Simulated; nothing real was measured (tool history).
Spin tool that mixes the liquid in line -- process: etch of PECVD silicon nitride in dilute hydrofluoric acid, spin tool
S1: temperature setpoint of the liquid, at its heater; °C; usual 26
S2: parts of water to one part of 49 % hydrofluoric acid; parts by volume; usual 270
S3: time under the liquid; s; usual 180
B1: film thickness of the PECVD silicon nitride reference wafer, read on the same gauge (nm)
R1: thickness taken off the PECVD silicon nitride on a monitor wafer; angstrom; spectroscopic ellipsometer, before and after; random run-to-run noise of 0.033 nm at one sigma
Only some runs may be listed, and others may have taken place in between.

| run | hour | S1 | S2 | S3 | B1 | R1 |
|---|---|---|---|---|---|---|
| 1 | 0 | 26 | 270 | 180 | 30.018 | 33.08 |
| 2 | 43.3 | 26 | 270 | 180 | 29.999 | 32.74 |
| 3 | 108.3 | 26 | 270 | 180 | 30.007 | 33.13 |
| 4 | 145 | 23 | 270 | 180 | 29.978 | 27.4 |
| 5 | 249.4 | 23 | 270 | 180 | 29.994 | 27.64 |
| 6 | 468.7 | 26 | 270 | 180 | 30.042 | 32.98 |
|  | 607.7 | thermometer replaced |
| 7 | 712 | 26 | 270 | 180 | 29.981 | 32.62 |
| 8 | 781.8 | 26 | 230 | 180 | 30.028 | 38.5 |
| 9 | 879.5 | 26 | 230 | 180 | 30.005 | 38.92 |
| 10 | 966.3 | 26 | 270 | 245 | 29.987 | 44.34 |
| 11 | 1004 | 26 | 270 | 245 | 29.997 | 44.59 |
| 12 | 1046.7 | 26 | 305 | 180 | 29.987 | 29.36 |
| 13 | 1098.3 | 26 | 270 | 180 | 30.006 | 33.08 |
|  | 1173.8 | gauge calibrated |
| 14 | 1191.6 | 26 | 270 | 180 | 30.012 | 33.05 |
| 15 | 1244.1 | 26 | 305 | 180 | 30.017 | 28.75 |
| 16 | 1284.7 | 26 | 270 | 180 | 29.991 | 32.23 |
|  | 1327.3 | hydrofluoric acid flow meter replaced |
| 17 | 1329.4 | 26 | 310 | 285 | 29.979 | 45.22 |
| 18 | 1390.9 | 26 | 270 | 180 | 29.977 | 32.45 |
| 19 | 1489.7 | 24 | 270 | 180 | 30.016 | 29.2 |
| 20 | 1535.9 | 26 | 270 | 210 | 30.009 | 38.32 |
|  | 1799.1 | thermometer replaced |
| 21 | 1828.5 | 28.5 | 365 | 180 | 29.998 | 28 |
| 22 | 1918.3 | 26 | 330 | 180 | 30.013 | 27.33 |
| 23 | 1964.4 | 26 | 320 | 70 | 29.993 | 10.86 |
| 24 | 2004.9 | 27.5 | 180 | 95 | 30.005 | 28.82 |
| 25 | 2080.4 | 24.5 | 365 | 180 | 29.954 | 22.25 |
| 26 | 2140.3 | 24.5 | 270 | 180 | 29.975 | 29.95 |
| 27 | 2223.6 | 22 | 375 | 115 | 29.988 | 11.7 |
| 28 | 2313.3 | 26 | 270 | 180 | 29.979 | 32.53 |
| 29 | 2377.7 | 30 | 145 | 120 | 30.014 | 52.88 |
| 30 | 2435 | 22.5 | 325 | 110 | 30.017 | 13.49 |
| 31 | 2497.6 | 24.5 | 220 | 145 | 29.956 | 29.44 |
| 32 | 2575.5 | 26 | 395 | 230 | 29.986 | 29.02 |

Consider 4 possible next runs. They are alternatives, not a sequence: every one starts from the tool as it was left by run 32. What does each give?
| A | 2576 | 28.5 | 270 | 180 | ? | ? |
| B | 2576 | 29.5 | 230 | 180 | ? | ? |
| C | 2576 | 23 | 180 | 145 | ? | ? |
| D | 2576 | 26 | 270 | 270 | ? | ? |

| run | B1 | R1 |
|---|---|---|
| A | 30.016 | 37.72 |
| B | 30.016 | 47.12 |
| C | 30.016 | 32.46 |
| D | 30.016 | 48.73 |
Without the tool's hidden state the same runs would have given:
| run | R1 |
|---|---|
| A | 37.72 |
| B | 47.12 |
| C | 32.46 |
| D | 48.73 |

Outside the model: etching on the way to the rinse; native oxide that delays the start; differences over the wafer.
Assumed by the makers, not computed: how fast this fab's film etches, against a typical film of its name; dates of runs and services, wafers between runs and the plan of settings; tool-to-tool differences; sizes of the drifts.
